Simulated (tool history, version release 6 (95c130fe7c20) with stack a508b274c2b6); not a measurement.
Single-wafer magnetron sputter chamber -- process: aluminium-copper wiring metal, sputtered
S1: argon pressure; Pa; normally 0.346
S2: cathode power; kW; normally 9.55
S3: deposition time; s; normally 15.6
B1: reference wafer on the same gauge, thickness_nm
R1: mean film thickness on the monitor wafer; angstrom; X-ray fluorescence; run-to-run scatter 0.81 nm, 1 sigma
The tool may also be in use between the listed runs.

run	day	S1	S2	S3	B1	R1
1	0	0.346	11.1	15.6	205.169	2791.86
2	0.742	0.346	9.55	15.6	205.012	2399.07
3	1.392	0.303	9.55	15.6	204.918	2423.36
# day 2.279: sputter target and shields replaced
4	2.3	0.303	9.55	15.6	204.75	2492.1
5	2.642	0.303	9.55	15.6	205.086	2502.4
6	2.933	0.382	9.55	15.6	204.823	2413.66
7	3.338	0.382	9.55	15.6	205.243	2410.81
8	3.767	0.382	9.55	15.6	205.1	2406.43
9	4.35	0.346	9.55	15.6	205.083	2459.86
10	5.071	0.346	9.55	17.1	205.16	2672.66
11	7.058	0.346	9.55	17.1	205.098	2644.72
12	7.738	0.346	9.55	17.1	204.992	2622.51
13	8.238	0.346	9.55	15.6	204.965	2395.27
14	8.871	0.346	9.55	15.6	204.933	2373.6
# day 9.279: sputter target and shields replaced
# day 9.442: magnet pack replaced, of another model than before
# day 10.138: capacitance manometer re-zeroed and calibrated
15	10.229	0.346	9.55	15.6	204.861	2464.32
16	10.9	0.346	9.55	15.6	204.79	2476.95
17	11.612	0.346	9.55	15.6	205.045	2451.62
# day 11.779: gauge calibrated
18	12.296	0.304	11.7	16.7	204.893	3304.36
19	12.917	0.346	9.55	15.6	204.79	2445.99
20	13.242	0.483	8.05	15.6	205.172	1891.83
21	13.879	0.419	8.6	15.6	204.917	2103.02
22	14.546	0.247	11.35	14	205.008	2760.72
23	15.275	0.304	9.55	17	205	2681.31
24	15.567	0.39	11.1	17.6	205.101	3049.06
# day 16.012: sputter target and shields replaced
25	16.312	0.346	9.55	15.6	205.019	2471.82
26	16.967	0.381	9.55	16.9	205.048	2594.82
27	17.667	0.346	9.55	15.6	205.118	2466.72
28	18.217	0.346	11.2	14.6	205.016	2705.55
29	18.95	0.288	9.55	17.6	204.798	2877.26
30	19.662	0.346	9.55	17.2	205.198	2698.95
31	20.125	0.346	9.55	15.6	204.934	2445.67
32	20.646	0.346	10.7	15.6	205.032	2729.35
33	21.15	0.481	9.55	14.4	204.718	2051.51
34	21.75	0.346	9.55	15.6	204.87	2424.37

For some of the steps in R1 from one run to the next: how much would appear even if the tool had no hidden state, given the settings, what came in and random variation, and how much remains for the hidden state plus any gauge scatter that the measured result and the result without hidden state don't share?
The tool's hidden condition here consists of: deposition rate above that of a new target (%); true argon pressure above the setpoint (%); gauge reads high (%).
Run 3 -> 4: sputter target and shields replaced. R1 +68.74 angstrom: hidden state +75, all else -6.26.
Run 14 -> 15: sputter target and shields replaced, magnet pack replaced, of another model than before, capacitance manometer re-zeroed and calibrated. R1 +90.72 angstrom: hidden state +94.65, all else -3.93.
Run 17 -> 18: S1 0.346 -> 0.304, S2 9.55 -> 11.7, S3 15.6 -> 16.7, gauge calibrated. R1 +852.74 angstrom: hidden state -13.13, all else +865.87.
Run 18 -> 19: S1 0.304 -> 0.346, S2 11.7 -> 9.55, S3 16.7 -> 15.6. R1 -858.37 angstrom: hidden state -0.88, all else -857.49.
Run 24 -> 25: S1 0.39 -> 0.346, S2 11.1 -> 9.55, S3 17.6 -> 15.6, sputter target and shields replaced. R1 -577.24 angstrom: hidden state +89.1, all else -666.34.
Run 32 -> 33: S1 0.346 -> 0.481, S2 10.7 -> 9.55, S3 15.6 -> 14.4. R1 -677.84 angstrom: hidden state +4.27, all else -682.11.

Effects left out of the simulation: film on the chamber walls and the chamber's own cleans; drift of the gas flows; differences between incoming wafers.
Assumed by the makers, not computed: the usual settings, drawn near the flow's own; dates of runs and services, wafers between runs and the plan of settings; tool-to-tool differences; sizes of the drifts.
